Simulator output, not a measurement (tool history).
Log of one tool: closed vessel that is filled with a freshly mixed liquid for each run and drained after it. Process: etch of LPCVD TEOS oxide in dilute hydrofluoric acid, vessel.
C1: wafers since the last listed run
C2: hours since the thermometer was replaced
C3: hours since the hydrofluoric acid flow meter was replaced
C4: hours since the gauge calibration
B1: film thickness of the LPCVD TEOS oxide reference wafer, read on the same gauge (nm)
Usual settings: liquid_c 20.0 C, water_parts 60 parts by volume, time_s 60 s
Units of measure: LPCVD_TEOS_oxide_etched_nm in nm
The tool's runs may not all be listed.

{"run": 1, "hour": 0.0, "liquid_c": 20.0, "water_parts": 70, "time_s": 60, "C1": 0, "C2": 880.3, "C3": 1080.4, "C4": 38.4, "B1": 130.02, "LPCVD_TEOS_oxide_etched_nm": 39.4}
{"run": 2, "hour": 18.3, "liquid_c": 17.0, "water_parts": 60, "time_s": 60, "C1": 1797, "C2": 898.6, "C3": 1098.7, "C4": 56.7, "B1": 130.01, "LPCVD_TEOS_oxide_etched_nm": 40.4}
{"run": 3, "hour": 42.1, "liquid_c": 17.0, "water_parts": 60, "time_s": 60, "C1": 2337, "C2": 922.4, "C3": 1122.5, "C4": 80.5, "B1": 130.04, "LPCVD_TEOS_oxide_etched_nm": 40.99}
{"run": 4, "hour": 54.5, "liquid_c": 17.0, "water_parts": 60, "time_s": 60, "C1": 1218, "C2": 934.8, "C3": 1134.9, "C4": 92.9, "B1": 130.0, "LPCVD_TEOS_oxide_etched_nm": 41.02}
{"run": 5, "hour": 88.5, "liquid_c": 20.0, "water_parts": 60, "time_s": 40, "C1": 3339, "C2": 968.8, "C3": 1168.9, "C4": 126.9, "B1": 130.01, "LPCVD_TEOS_oxide_etched_nm": 31.13}
{"run": 6, "hour": 114.1, "liquid_c": 20.0, "water_parts": 60, "time_s": 40, "C1": 2514, "C2": 994.4, "C3": 1194.5, "C4": 152.5, "B1": 129.98, "LPCVD_TEOS_oxide_etched_nm": 31.16}
{"run": 7, "hour": 139.8, "liquid_c": 20.0, "water_parts": 60, "time_s": 40, "C1": 2524, "C2": 1020.1, "C3": 1220.2, "C4": 178.2, "B1": 130.0, "LPCVD_TEOS_oxide_etched_nm": 31.22}
{"run": 8, "hour": 158.7, "liquid_c": 20.0, "water_parts": 60, "time_s": 60, "C1": 1856, "C2": 1039.0, "C3": 1239.1, "C4": 197.1, "B1": 130.0, "LPCVD_TEOS_oxide_etched_nm": 47.4}
{"run": 9, "hour": 171.6, "liquid_c": 20.0, "water_parts": 50, "time_s": 60, "C1": 1267, "C2": 1051.9, "C3": 1252.0, "C4": 210.0, "B1": 130.01, "LPCVD_TEOS_oxide_etched_nm": 57.07}
{"run": 10, "hour": 205.3, "liquid_c": 20.0, "water_parts": 50, "time_s": 60, "C1": 3310, "C2": 1085.6, "C3": 1285.7, "C4": 243.7, "B1": 129.99, "LPCVD_TEOS_oxide_etched_nm": 57.04}
{"run": 11, "hour": 226.9, "liquid_c": 20.0, "water_parts": 50, "time_s": 60, "C1": 2121, "C2": 1107.2, "C3": 1307.3, "C4": 265.3, "B1": 130.02, "LPCVD_TEOS_oxide_etched_nm": 56.05}
{"run": 12, "hour": 252.7, "liquid_c": 20.0, "water_parts": 60, "time_s": 60, "C1": 2534, "C2": 1133.0, "C3": 1333.1, "C4": 291.1, "B1": 130.04, "LPCVD_TEOS_oxide_etched_nm": 47.42}
{"run": 13, "hour": 273.0, "liquid_c": 20.0, "water_parts": 60, "time_s": 60, "C1": 1994, "C2": 1153.3, "C3": 1353.4, "C4": 311.4, "B1": 129.99, "LPCVD_TEOS_oxide_etched_nm": 47.58}
{"hour": 298.1, "done": "hydrofluoric acid flow meter replaced"}
{"run": 14, "hour": 305.7, "liquid_c": 20.0, "water_parts": 60, "time_s": 60, "C1": 3113, "C2": 1186.0, "C3": 7.6, "C4": 344.1, "B1": 130.02, "LPCVD_TEOS_oxide_etched_nm": 41.11}
{"run": 15, "hour": 325.1, "liquid_c": 17.0, "water_parts": 50, "time_s": 60, "C1": 1905, "C2": 1205.4, "C3": 27.0, "C4": 363.5, "B1": 130.06, "LPCVD_TEOS_oxide_etched_nm": 44.3}
{"run": 16, "hour": 349.0, "liquid_c": 25.0, "water_parts": 70, "time_s": 75, "C1": 2347, "C2": 1229.3, "C3": 50.9, "C4": 387.4, "B1": 130.01, "LPCVD_TEOS_oxide_etched_nm": 54.0}
{"run": 17, "hour": 363.2, "liquid_c": 17.0, "water_parts": 85, "time_s": 90, "C1": 1394, "C2": 1243.5, "C3": 65.1, "C4": 401.6, "B1": 130.02, "LPCVD_TEOS_oxide_etched_nm": 37.83}
{"hour": 370.5, "done": "thermometer replaced"}
{"run": 18, "hour": 398.4, "liquid_c": 20.0, "water_parts": 60, "time_s": 60, "C1": 3359, "C2": 27.9, "C3": 100.3, "C4": 436.8, "B1": 130.01, "LPCVD_TEOS_oxide_etched_nm": 42.11}
{"run": 19, "hour": 410.7, "liquid_c": 20.0, "water_parts": 50, "time_s": 60, "C1": 1208, "C2": 40.2, "C3": 112.6, "C4": 449.1, "B1": 130.03, "LPCVD_TEOS_oxide_etched_nm": 52.27}
{"run": 20, "hour": 429.5, "liquid_c": 20.0, "water_parts": 35, "time_s": 60, "C1": 1846, "C2": 59.0, "C3": 131.4, "C4": 467.9, "B1": 130.04, "LPCVD_TEOS_oxide_etched_nm": 74.02}
{"run": 21, "hour": 447.8, "liquid_c": 24.5, "water_parts": 30, "time_s": 75, "C1": 1797, "C2": 77.3, "C3": 149.7, "C4": 486.2, "B1": 130.05, "LPCVD_TEOS_oxide_etched_nm": 130.77}
{"run": 22, "hour": 472.2, "liquid_c": 20.0, "water_parts": 60, "time_s": 35, "C1": 2396, "C2": 101.7, "C3": 174.1, "C4": 510.6, "B1": 130.0, "LPCVD_TEOS_oxide_etched_nm": 24.98}
{"hour": 491.2, "done": "gauge calibrated"}
{"run": 23, "hour": 493.6, "liquid_c": 20.0, "water_parts": 60, "time_s": 60, "C1": 2102, "C2": 123.1, "C3": 195.5, "C4": 2.4, "B1": 130.01, "LPCVD_TEOS_oxide_etched_nm": 42.95}
{"run": 24, "hour": 506.2, "liquid_c": 17.0, "water_parts": 60, "time_s": 60, "C1": 1237, "C2": 135.7, "C3": 208.1, "C4": 15.0, "B1": 130.05, "LPCVD_TEOS_oxide_etched_nm": 37.27}
{"run": 25, "hour": 522.9, "liquid_c": 20.0, "water_parts": 80, "time_s": 60, "C1": 1640, "C2": 152.4, "C3": 224.8, "C4": 31.7, "B1": 130.0, "LPCVD_TEOS_oxide_etched_nm": 31.32}
{"run": 26, "hour": 545.4, "liquid_c": 17.0, "water_parts": 45, "time_s": 30, "C1": 2210, "C2": 174.9, "C3": 247.3, "C4": 54.2, "B1": 129.99, "LPCVD_TEOS_oxide_etched_nm": 25.5}
{"run": 27, "hour": 578.5, "liquid_c": 20.0, "water_parts": 40, "time_s": 50, "C1": 3251, "C2": 208.0, "C3": 280.4, "C4": 87.3, "B1": 130.01, "LPCVD_TEOS_oxide_etched_nm": 54.72}
{"run": 28, "hour": 614.1, "liquid_c": 22.0, "water_parts": 90, "time_s": 70, "C1": 3497, "C2": 243.6, "C3": 316.0, "C4": 122.9, "B1": 130.0, "LPCVD_TEOS_oxide_etched_nm": 35.8}

Consider 3 possible next runs. They are alternatives, not a sequence: every one starts from the tool as it was left by run 28. What does each give?
{"run": "A", "hour": 614.8, "liquid_c": 20.0, "water_parts": 60, "time_s": 60, "C1": 68, "C2": 244.3, "C3": 316.7, "C4": 123.6, "B1": "?", "LPCVD_TEOS_oxide_etched_nm": "?"}
{"run": "B", "hour": 614.8, "liquid_c": 20.0, "water_parts": 75, "time_s": 60, "C1": 68, "C2": 244.3, "C3": 316.7, "C4": 123.6, "B1": "?", "LPCVD_TEOS_oxide_etched_nm": "?"}
{"run": "C", "hour": 614.8, "liquid_c": 20.0, "water_parts": 50, "time_s": 80, "C1": 68, "C2": 244.3, "C3": 316.7, "C4": 123.6, "B1": "?", "LPCVD_TEOS_oxide_etched_nm": "?"}

run=A B1=130.02 LPCVD_TEOS_oxide_etched_nm=42.53
run=B B1=130.02 LPCVD_TEOS_oxide_etched_nm=33.45
run=C B1=130.02 LPCVD_TEOS_oxide_etched_nm=68.85
With the hidden condition removed and each run's random variation left untouched, the same runs would have given:
run=A LPCVD_TEOS_oxide_etched_nm=41.23
run=B LPCVD_TEOS_oxide_etched_nm=32.41
run=C LPCVD_TEOS_oxide_etched_nm=66.77
